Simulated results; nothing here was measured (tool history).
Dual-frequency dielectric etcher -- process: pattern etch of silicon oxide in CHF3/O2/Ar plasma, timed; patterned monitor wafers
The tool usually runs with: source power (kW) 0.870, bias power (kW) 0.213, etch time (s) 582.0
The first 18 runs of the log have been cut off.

run    hour  source power (kW)  bias power (kW)  etch time (s)  wafers since the last listed run  hours since the last wet clean  hours since the last source power generator calibration  hours since the last bias power generator calibration  hours since the last upper electrode change  hours since the gauge calibration  read-back reference wafer on the same gauge, depth_nm  mean etch depth across the wafer (nm)
     1256.6  -- source power generator calibrated
 19  1301.2              0.970            0.213          582.0                               353                           426.7                                                     44.6                                                 4459.8                                       2827.1                             1356.8                                                 1649.3                                 1457.6
 20  1384.7              0.770            0.213          582.0                               368                           510.2                                                    128.1                                                 4543.3                                       2910.6                             1440.3                                                 1650.5                                 1331.6
     1456.4  -- wet clean of the chamber
     1488.4  -- bias power generator calibrated
 21  1490.3              0.690            0.174          481.5                               342                            33.9                                                    233.7                                                    1.9                                       3016.2                             1545.9                                                 1649.6                                  972.7
     1541.3  -- gauge calibrated
 22  1564.0              0.690            0.250          582.0                               325                           107.6                                                    307.4                                                   75.6                                       3089.9                               22.7                                                 1650.2                                 1341.3
 23  1613.6              0.870            0.258          582.0                               218                           157.2                                                    357.0                                                  125.2                                       3139.5                               72.3                                                 1650.1                                 1491.7
 24  1667.5              0.870            0.266          692.0                               237                           211.1                                                    410.9                                                  179.1                                       3193.4                              126.2                                                 1650.2                                 1786.0
     1750.3  -- upper electrode replaced
 25  1750.8              1.030            0.259          724.0                               261                           294.4                                                    494.2                                                  262.4                                          0.5                              209.5                                                 1649.7                                 1978.3
     1902.1  -- bias power generator calibrated, repeated, since the last time left the tool worse
     1916.0  -- wet clean of the chamber
 26  2020.0              0.870            0.213          582.0                              1108                           104.0                                                    763.4                                                  117.9                                        269.7                              478.7                                                 1650.9                                 1415.5
 27  2124.0              0.870            0.213          582.0                               458                           208.0                                                    867.4                                                  221.9                                        373.7                              582.7                                                 1650.7                                 1419.4
 28  2176.5              0.870            0.213          464.5                               231                           260.5                                                    919.9                                                  274.4                                        426.2                              635.2                                                 1649.8                                 1137.5
 29  2213.4              0.870            0.183          582.0                               162                           297.4                                                    956.8                                                  311.3                                        463.1                              672.1                                                 1649.7                                 1341.5
 30  2302.5              0.870            0.213          582.0                               392                           386.5                                                   1045.9                                                  400.4                                        552.2                              761.2                                                 1649.9                                 1423.3

Each row is a separate what-if for the run after 30, all from the same tool condition, not one after another. Results?
  A  2303.1              0.870            0.213          582.0                                 2                           387.1                                                   1046.5                                                  401.0                                        552.8                              761.8                                                      ?                                      ?
  B  2303.1              0.990            0.236          582.0                                 2                           387.1                                                   1046.5                                                  401.0                                        552.8                              761.8                                                      ?                                      ?
  C  2303.1              0.740            0.167          422.0                                 2                           387.1                                                   1046.5                                                  401.0                                        552.8                              761.8                                                      ?                                      ?

run  read-back reference wafer on the same gauge, depth_nm  mean etch depth across the wafer (nm)
  A                                                 1650.2                                 1418.5
  B                                                 1650.2                                 1549.4
  C                                                 1650.2                                  883.9
Take away the tool's hidden state, keep each run's random variation, and the runs would have read:
run  mean etch depth across the wafer (nm)
  A                                 1418.7
  B                                 1549.6
  C                                  884.0

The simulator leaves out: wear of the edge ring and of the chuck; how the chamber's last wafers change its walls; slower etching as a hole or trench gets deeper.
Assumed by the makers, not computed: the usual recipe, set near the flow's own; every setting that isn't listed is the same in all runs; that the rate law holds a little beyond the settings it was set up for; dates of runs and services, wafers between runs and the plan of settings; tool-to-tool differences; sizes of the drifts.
